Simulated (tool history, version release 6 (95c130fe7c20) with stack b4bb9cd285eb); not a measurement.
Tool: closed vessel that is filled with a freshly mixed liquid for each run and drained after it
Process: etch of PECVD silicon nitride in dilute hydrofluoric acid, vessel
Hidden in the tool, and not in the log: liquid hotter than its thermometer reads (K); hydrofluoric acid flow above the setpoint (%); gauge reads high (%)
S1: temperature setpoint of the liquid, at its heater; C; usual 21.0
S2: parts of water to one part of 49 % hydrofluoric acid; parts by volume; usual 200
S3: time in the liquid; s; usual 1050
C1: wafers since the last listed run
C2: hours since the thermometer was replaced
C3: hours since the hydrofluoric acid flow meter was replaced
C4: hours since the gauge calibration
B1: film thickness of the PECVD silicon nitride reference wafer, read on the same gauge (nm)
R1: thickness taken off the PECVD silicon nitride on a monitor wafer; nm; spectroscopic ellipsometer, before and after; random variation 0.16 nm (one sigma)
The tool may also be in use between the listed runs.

run 1 hour=0.0 | S1=21.0 S2=160 S3=1050 | C1=0 C2=1466.7 C3=555.1 C4=221.1 | B1=120.03 | R1=24.38
run 2 hour=33.2 | S1=21.0 S2=160 S3=1050 | C1=1877 C2=1499.9 C3=588.3 C4=254.3 | B1=119.99 | R1=24.40
run 3 hour=49.7 | S1=21.0 S2=200 S3=1520 | C1=933 C2=1516.4 C3=604.8 C4=270.8 | B1=119.99 | R1=28.26
run 4 hour=57.7 | S1=21.0 S2=200 S3=1520 | C1=452 C2=1524.4 C3=612.8 C4=278.8 | B1=120.00 | R1=28.13
run 5 hour=69.4 | S1=21.0 S2=200 S3=1050 | C1=661 C2=1536.1 C3=624.5 C4=290.5 | B1=119.98 | R1=19.71
run 6 hour=82.4 | S1=21.0 S2=200 S3=1050 | C1=735 C2=1549.1 C3=637.5 C4=303.5 | B1=119.99 | R1=19.58
run 7 hour=94.2 | S1=21.0 S2=200 S3=1050 | C1=667 C2=1560.9 C3=649.3 C4=315.3 | B1=120.01 | R1=19.61
run 8 hour=105.1 | S1=21.0 S2=200 S3=1050 | C1=616 C2=1571.8 C3=660.2 C4=326.2 | B1=120.01 | R1=19.89
run 9 hour=118.3 | S1=21.0 S2=200 S3=1050 | C1=746 C2=1585.0 C3=673.4 C4=339.4 | B1=120.01 | R1=19.79
run 10 hour=132.1 | S1=23.5 S2=150 S3=725 | C1=780 C2=1598.8 C3=687.2 C4=353.2 | B1=120.02 | R1=21.37
run 11 hour=139.4 | S1=18.0 S2=120 S3=1050 | C1=412 C2=1606.1 C3=694.5 C4=360.5 | B1=120.01 | R1=27.20
run 12 hour=145.8 | S1=25.0 S2=295 S3=1580 | C1=361 C2=1612.5 C3=700.9 C4=366.9 | B1=119.98 | R1=25.82
run 13 hour=161.2 | S1=21.0 S2=200 S3=765 | C1=870 C2=1627.9 C3=716.3 C4=382.3 | B1=120.01 | R1=14.14
run 14 hour=169.2 | S1=25.0 S2=150 S3=1260 | C1=452 C2=1635.9 C3=724.3 C4=390.3 | B1=119.99 | R1=41.53
run 15 hour=183.8 | S1=17.5 S2=230 S3=1050 | C1=825 C2=1650.5 C3=738.9 C4=404.9 | B1=119.99 | R1=13.85
run 16 hour=197.3 | S1=17.5 S2=200 S3=1050 | C1=763 C2=1664.0 C3=752.4 C4=418.4 | B1=120.01 | R1=15.92
-- hour=206.5 hydrofluoric acid flow meter replaced
run 17 hour=211.7 | S1=23.5 S2=140 S3=1440 | C1=757 C2=1678.4 C3=5.2 C4=432.8 | B1=120.02 | R1=45.56
run 18 hour=227.0 | S1=21.0 S2=200 S3=1230 | C1=865 C2=1693.7 C3=20.5 C4=448.1 | B1=120.00 | R1=23.40
run 19 hour=235.3 | S1=21.0 S2=200 S3=455 | C1=469 C2=1702.0 C3=28.8 C4=456.4 | B1=120.01 | R1=8.65
run 20 hour=246.6 | S1=21.0 S2=175 S3=1540 | C1=638 C2=1713.3 C3=40.1 C4=467.7 | B1=120.01 | R1=33.60
run 21 hour=260.0 | S1=21.0 S2=265 S3=1340 | C1=757 C2=1726.7 C3=53.5 C4=481.1 | B1=119.98 | R1=19.28
-- hour=262.1 gauge calibrated
-- hour=276.0 thermometer replaced
run 22 hour=277.6 | S1=21.0 S2=200 S3=635 | C1=938 C2=1.6 C3=71.1 C4=15.5 | B1=120.01 | R1=10.43
run 23 hour=290.8 | S1=19.0 S2=200 S3=1450 | C1=746 C2=14.8 C3=84.3 C4=28.7 | B1=119.99 | R1=20.67
run 24 hour=299.6 | S1=24.0 S2=200 S3=1540 | C1=497 C2=23.6 C3=93.1 C4=37.5 | B1=120.01 | R1=30.56
run 25 hour=317.4 | S1=25.5 S2=200 S3=1050 | C1=1006 C2=41.4 C3=110.9 C4=55.3 | B1=120.00 | R1=22.81
run 26 hour=328.4 | S1=24.0 S2=145 S3=1555 | C1=622 C2=52.4 C3=121.9 C4=66.3 | B1=119.98 | R1=42.24
run 27 hour=337.8 | S1=22.5 S2=200 S3=455 | C1=531 C2=61.8 C3=131.3 C4=75.7 | B1=120.00 | R1=8.20
run 28 hour=350.7 | S1=21.0 S2=200 S3=890 | C1=729 C2=74.7 C3=144.2 C4=88.6 | B1=120.00 | R1=14.65
run 29 hour=364.9 | S1=21.0 S2=200 S3=1050 | C1=802 C2=88.9 C3=158.4 C4=102.8 | B1=120.01 | R1=17.08
run 30 hour=378.0 | S1=21.0 S2=200 S3=1050 | C1=740 C2=102.0 C3=171.5 C4=115.9 | B1=119.99 | R1=17.39
run 31 hour=393.1 | S1=21.0 S2=200 S3=1050 | C1=853 C2=117.1 C3=186.6 C4=131.0 | B1=120.00 | R1=17.25
run 32 hour=405.0 | S1=21.0 S2=200 S3=1050 | C1=672 C2=129.0 C3=198.5 C4=142.9 | B1=120.00 | R1=17.32

The tool's hidden state at each run:
hydrofluoric acid flow above the setpoint (%): 0 in every run
gauge reads high (%): 0 in every run
H1: liquid hotter than its thermometer reads (K)
run=1 H1=2.06
run=2 H1=2.11
run=3 H1=2.13
run=4 H1=2.14
run=5 H1=2.15
run=6 H1=2.17
run=7 H1=2.19
run=8 H1=2.2
run=9 H1=2.22
run=10 H1=2.24
run=11 H1=2.25
run=12 H1=2.25
run=13 H1=2.27
run=14 H1=2.28
run=15 H1=2.3
run=16 H1=2.32
run=17 H1=2.34
run=18 H1=2.36
run=19 H1=2.37
run=20 H1=2.39
run=21 H1=2.4
run=22 H1=0.105
run=23 H1=0.122
run=24 H1=0.133
run=25 H1=0.157
run=26 H1=0.171
run=27 H1=0.183
run=28 H1=0.2
run=29 H1=0.219
run=30 H1=0.236
run=31 H1=0.256
run=32 H1=0.271

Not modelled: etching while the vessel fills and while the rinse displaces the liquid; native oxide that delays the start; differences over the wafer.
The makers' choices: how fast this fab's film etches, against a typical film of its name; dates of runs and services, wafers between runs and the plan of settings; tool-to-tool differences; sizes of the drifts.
